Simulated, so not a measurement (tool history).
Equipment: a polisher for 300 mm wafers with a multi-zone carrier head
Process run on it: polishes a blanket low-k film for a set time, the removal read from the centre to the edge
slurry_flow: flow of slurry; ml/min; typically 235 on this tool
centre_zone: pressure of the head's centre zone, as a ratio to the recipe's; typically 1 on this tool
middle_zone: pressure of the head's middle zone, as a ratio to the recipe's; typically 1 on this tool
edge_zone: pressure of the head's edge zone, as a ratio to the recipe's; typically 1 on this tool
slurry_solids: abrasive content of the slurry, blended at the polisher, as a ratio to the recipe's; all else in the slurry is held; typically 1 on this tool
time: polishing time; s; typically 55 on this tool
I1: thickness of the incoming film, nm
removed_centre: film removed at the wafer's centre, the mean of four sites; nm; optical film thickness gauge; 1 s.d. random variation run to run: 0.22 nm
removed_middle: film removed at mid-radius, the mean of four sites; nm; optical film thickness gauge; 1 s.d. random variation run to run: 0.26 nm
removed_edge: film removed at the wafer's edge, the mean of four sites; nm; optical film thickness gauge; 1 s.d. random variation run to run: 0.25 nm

run 1 hour=0 | slurry_flow=235 centre_zone=1 middle_zone=1 edge_zone=0.91 slurry_solids=1 time=55 | I1=406.7 | removed_centre=30.5 removed_middle=29.7 removed_edge=27.8
-- hour=38.8 worn pad replaced by a new one
-- hour=64.3 centre zone pressure recalibrated
run 2 hour=90.2 | slurry_flow=235 centre_zone=1 middle_zone=1 edge_zone=0.91 slurry_solids=1 time=55 | I1=415.8 | removed_centre=30.3 removed_middle=29.6 removed_edge=27.8
run 3 hour=147.5 | slurry_flow=235 centre_zone=1 middle_zone=1 edge_zone=1 slurry_solids=1 time=55 | I1=413.9 | removed_centre=30.1 removed_middle=29.2 removed_edge=28.9
run 4 hour=243.1 | slurry_flow=235 centre_zone=1 middle_zone=1 edge_zone=1 slurry_solids=1 time=55 | I1=408.6 | removed_centre=29.8 removed_middle=29.4 removed_edge=28.9
run 5 hour=320.4 | slurry_flow=235 centre_zone=1 middle_zone=1 edge_zone=1 slurry_solids=1 time=55 | I1=408 | removed_centre=29.5 removed_middle=28.7 removed_edge=28.9
run 6 hour=424.6 | slurry_flow=200 centre_zone=1.05 middle_zone=1 edge_zone=1 slurry_solids=1 time=42 | I1=402.2 | removed_centre=22.5 removed_middle=20.9 removed_edge=21
run 7 hour=505.5 | slurry_flow=235 centre_zone=1 middle_zone=1 edge_zone=1 slurry_solids=1 time=55 | I1=417 | removed_centre=28.1 removed_middle=28.1 removed_edge=27.8
-- hour=508 centre zone pressure recalibrated
-- hour=544.1 edge zone pressure recalibrated
-- hour=551.6 worn pad replaced by a new one
-- hour=578.2 carrier head's membrane replaced by a new one
run 8 hour=581.4 | slurry_flow=235 centre_zone=1.1 middle_zone=1 edge_zone=0.96 slurry_solids=1 time=55 | I1=412.6 | removed_centre=29.9 removed_middle=27.1 removed_edge=26.7
-- hour=591.2 slurry nozzle cleaned
run 9 hour=628.6 | slurry_flow=310 centre_zone=1 middle_zone=0.96 edge_zone=1 slurry_solids=1 time=66 | I1=415.1 | removed_centre=37.2 removed_middle=35.6 removed_edge=35.6
run 10 hour=725.2 | slurry_flow=310 centre_zone=1 middle_zone=1 edge_zone=1 slurry_solids=1.25 time=55 | I1=409 | removed_centre=34.4 removed_middle=33.3 removed_edge=33.2
run 11 hour=775.6 | slurry_flow=235 centre_zone=0.95 middle_zone=1 edge_zone=1 slurry_solids=1 time=55 | I1=412.9 | removed_centre=28.4 removed_middle=29.9 removed_edge=29
run 12 hour=866.7 | slurry_flow=235 centre_zone=1 middle_zone=1.06 edge_zone=1 slurry_solids=1 time=55 | I1=409.6 | removed_centre=30.4 removed_middle=31.1 removed_edge=29
run 13 hour=910.8 | slurry_flow=310 centre_zone=1 middle_zone=1 edge_zone=1 slurry_solids=1.25 time=55 | I1=409.6 | removed_centre=34.1 removed_middle=33.5 removed_edge=33.3
-- hour=965.1 centre zone pressure recalibrated
run 14 hour=1009.6 | slurry_flow=195 centre_zone=1 middle_zone=1 edge_zone=1 slurry_solids=1 time=55 | I1=403.9 | removed_centre=28.9 removed_middle=28.3 removed_edge=28.3
-- hour=1088.5 worn pad replaced by a new one
run 15 hour=1093.2 | slurry_flow=235 centre_zone=0.94 middle_zone=1 edge_zone=1 slurry_solids=0.8 time=55 | I1=410.1 | removed_centre=25 removed_middle=26 removed_edge=25.8
run 16 hour=1184.5 | slurry_flow=235 centre_zone=0.88 middle_zone=1 edge_zone=1 slurry_solids=1 time=38 | I1=409.2 | removed_centre=17.6 removed_middle=19.6 removed_edge=19.9
run 17 hour=1280 | slurry_flow=235 centre_zone=1 middle_zone=1 edge_zone=1 slurry_solids=0.75 time=55 | I1=409.3 | removed_centre=24.6 removed_middle=24.4 removed_edge=24.5
run 18 hour=1338.3 | slurry_flow=235 centre_zone=1 middle_zone=0.95 edge_zone=1 slurry_solids=1 time=55 | I1=408.6 | removed_centre=27.8 removed_middle=26.3 removed_edge=27.5
-- hour=1389.9 centre zone pressure recalibrated
-- hour=1411.3 slurry nozzle cleaned
run 19 hour=1423 | slurry_flow=235 centre_zone=1 middle_zone=1 edge_zone=1 slurry_solids=0.75 time=55 | I1=414.4 | removed_centre=26.5 removed_middle=25.3 removed_edge=25
-- hour=1441.4 edge zone pressure recalibrated
run 20 hour=1480.4 | slurry_flow=205 centre_zone=1 middle_zone=1.09 edge_zone=1.08 slurry_solids=1 time=38 | I1=416.2 | removed_centre=20.7 removed_middle=21.8 removed_edge=20.8

Below are 5 alternative next runs, each starting from the tool's condition after run 20. Predict each:
run A hour=1480.8 | slurry_flow=235 centre_zone=1.04 middle_zone=1 edge_zone=1 slurry_solids=1 time=55 | I1=406.6 | removed_centre=? removed_middle=? removed_edge=?
run B hour=1480.8 | slurry_flow=235 centre_zone=1.05 middle_zone=1.06 edge_zone=1.08 slurry_solids=1 time=55 | I1=406.6 | removed_centre=? removed_middle=? removed_edge=?
run C hour=1480.8 | slurry_flow=235 centre_zone=0.89 middle_zone=1 edge_zone=1 slurry_solids=1.1 time=55 | I1=406.6 | removed_centre=? removed_middle=? removed_edge=?
run D hour=1480.8 | slurry_flow=190 centre_zone=1 middle_zone=1 edge_zone=1 slurry_solids=0.8 time=74 | I1=406.6 | removed_centre=? removed_middle=? removed_edge=?
run E hour=1480.8 | slurry_flow=235 centre_zone=1 middle_zone=1 edge_zone=1 slurry_solids=1 time=66 | I1=406.6 | removed_centre=? removed_middle=? removed_edge=?

run=A removed_centre=31.4 removed_middle=29.4 removed_edge=29
run=B removed_centre=31.7 removed_middle=30.9 removed_edge=30.1
run=C removed_centre=28 removed_middle=30.7 removed_edge=30.2
run=D removed_centre=35.4 removed_middle=34.6 removed_edge=34.3
run=E removed_centre=36.2 removed_middle=35.3 removed_edge=34.8
With no hidden state in the tool, these same runs would have given:
run=A removed_centre=31.5 removed_middle=29.5 removed_edge=29
run=B removed_centre=31.8 removed_middle=30.9 removed_edge=30.1
run=C removed_centre=28.1 removed_middle=30.8 removed_edge=30.3
run=D removed_centre=35.5 removed_middle=34.7 removed_edge=34.3
run=E removed_centre=36.3 removed_middle=35.4 removed_edge=34.8
